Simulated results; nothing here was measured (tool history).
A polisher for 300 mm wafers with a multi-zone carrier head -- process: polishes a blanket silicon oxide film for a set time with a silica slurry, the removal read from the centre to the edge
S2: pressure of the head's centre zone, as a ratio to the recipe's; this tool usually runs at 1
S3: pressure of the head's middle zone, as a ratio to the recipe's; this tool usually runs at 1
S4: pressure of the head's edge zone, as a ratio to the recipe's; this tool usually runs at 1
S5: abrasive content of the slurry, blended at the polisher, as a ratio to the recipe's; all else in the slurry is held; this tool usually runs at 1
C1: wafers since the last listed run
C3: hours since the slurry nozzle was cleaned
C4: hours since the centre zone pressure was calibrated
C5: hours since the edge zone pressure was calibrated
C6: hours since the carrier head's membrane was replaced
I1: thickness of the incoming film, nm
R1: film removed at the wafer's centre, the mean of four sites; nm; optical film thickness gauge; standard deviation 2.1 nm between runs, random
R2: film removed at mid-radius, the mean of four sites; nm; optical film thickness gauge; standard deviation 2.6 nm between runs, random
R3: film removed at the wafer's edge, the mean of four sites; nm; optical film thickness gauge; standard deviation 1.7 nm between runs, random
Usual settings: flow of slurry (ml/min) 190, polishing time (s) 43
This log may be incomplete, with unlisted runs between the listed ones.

Run 1, hour 0: usual settings; C1 0; wafers polished on this pad 32; C3 371.9; C4 286; C5 489.9; C6 1284.7; I1 1646.3. Result: R1 192.3 nm, R2 178.8 nm, R3 180 nm.
Run 2, hour 35.5: usual settings; C1 568; wafers polished on this pad 601; C3 407.4; C4 321.5; C5 525.4; C6 1320.2; I1 1651.5. Result: R1 189.9 nm, R2 178.1 nm, R3 180.7 nm.
Run 3, hour 48.4: usual settings; C1 206; wafers polished on this pad 808; C3 420.3; C4 334.4; C5 538.3; C6 1333.1; I1 1655.2. Result: R1 190.5 nm, R2 176.4 nm, R3 176.8 nm.
Run 4, hour 74.9: usual settings; C1 424; wafers polished on this pad 1232; C3 446.8; C4 360.9; C5 564.8; C6 1359.6; I1 1650.9. Result: R1 195.5 nm, R2 178.4 nm, R3 179.9 nm.
Run 5, hour 110.3: usual settings; C1 567; wafers polished on this pad 1799; C3 482.2; C4 396.3; C5 600.2; C6 1395; I1 1668.6. Result: R1 190.8 nm, R2 179.8 nm, R3 182.2 nm.
At hour 131.7: worn pad replaced by a new one.
At hour 133.8: slurry nozzle cleaned.
Run 6, hour 134.3: usual settings but polishing time (s) 53; C1 304; wafers polished on this pad 24; C3 0.5; C4 420.3; C5 624.2; C6 1419; I1 1642.1. Result: R1 242.8 nm, R2 224.1 nm, R3 221.7 nm.
Run 7, hour 152: usual settings but polishing time (s) 53; C1 283; wafers polished on this pad 308; C3 18.2; C4 438; C5 641.9; C6 1436.7; I1 1650.3. Result: R1 242.1 nm, R2 225.1 nm, R3 222.7 nm.
Run 8, hour 170.3: usual settings; C1 293; wafers polished on this pad 601; C3 36.5; C4 456.3; C5 660.2; C6 1455; I1 1666. Result: R1 198.2 nm, R2 182.9 nm, R3 182.6 nm.
At hour 189: centre zone pressure recalibrated.
Run 9, hour 199.6: usual settings but flow of slurry (ml/min) 235, S4 0.95, S5 0.7; C1 437; wafers polished on this pad 1038; C3 65.8; C4 10.6; C5 689.5; C6 1484.3; I1 1642.1. Result: R1 128.8 nm, R2 127.9 nm, R3 124.2 nm.
Run 10, hour 215.7: usual settings but flow of slurry (ml/min) 255, polishing time (s) 54; C1 257; wafers polished on this pad 1296; C3 81.9; C4 26.7; C5 705.6; C6 1500.4; I1 1652.9. Result: R1 239.3 nm, R2 238 nm, R3 234.1 nm.
Run 11, hour 250.3: usual settings but flow of slurry (ml/min) 170, S2 1.07, S5 1.15; C1 554; wafers polished on this pad 1851; C3 116.5; C4 61.3; C5 740.2; C6 1535; I1 1606.7. Result: R1 210.2 nm, R2 195.2 nm, R3 195.8 nm.
At hour 273.6: worn pad replaced by a new one.
Run 12, hour 274.1: usual settings but polishing time (s) 53; C1 317; wafers polished on this pad 8; C3 140.3; C4 85.1; C5 764; C6 1558.8; I1 1652.6. Result: R1 223.3 nm, R2 222.3 nm, R3 222.8 nm.
At hour 285.4: edge zone pressure recalibrated.
Run 13, hour 306.5: usual settings but S2 0.93, S3 0.96, polishing time (s) 30; C1 486; wafers polished on this pad 495; C3 172.7; C4 117.5; C5 21.1; C6 1591.2; I1 1647.7. Result: R1 118.4 nm, R2 124.4 nm, R3 125.9 nm.
Run 14, hour 326.4: usual settings; C1 318; wafers polished on this pad 813; C3 192.6; C4 137.4; C5 41; C6 1611.1; I1 1623.2. Result: R1 183.3 nm, R2 181.6 nm, R3 179.5 nm.
At hour 334.7: carrier head's membrane replaced by a new one.
Run 15, hour 342.2: usual settings but S4 1.05; C1 173; wafers polished on this pad 986; C3 208.4; C4 153.2; C5 56.8; C6 7.5; I1 1636.5. Result: R1 184.8 nm, R2 183.5 nm, R3 184.1 nm.

Run 16 comes next. What will it give?
Run 16, hour 377.8: usual settings but polishing time (s) 53; C1 570; wafers polished on this pad 1557; C3 244; C4 188.8; C5 92.4; C6 43.1; I1 1627.6. Result: R1 ?, R2 ?, R3 ?.

{"run 16": {"R1": 228.7, "R2": 221.6, "R3": 224.7}}
Minus the tool's unlogged condition, the same run would have read R1 225.5 nm, R2 221.6 nm, R3 224.7 nm.
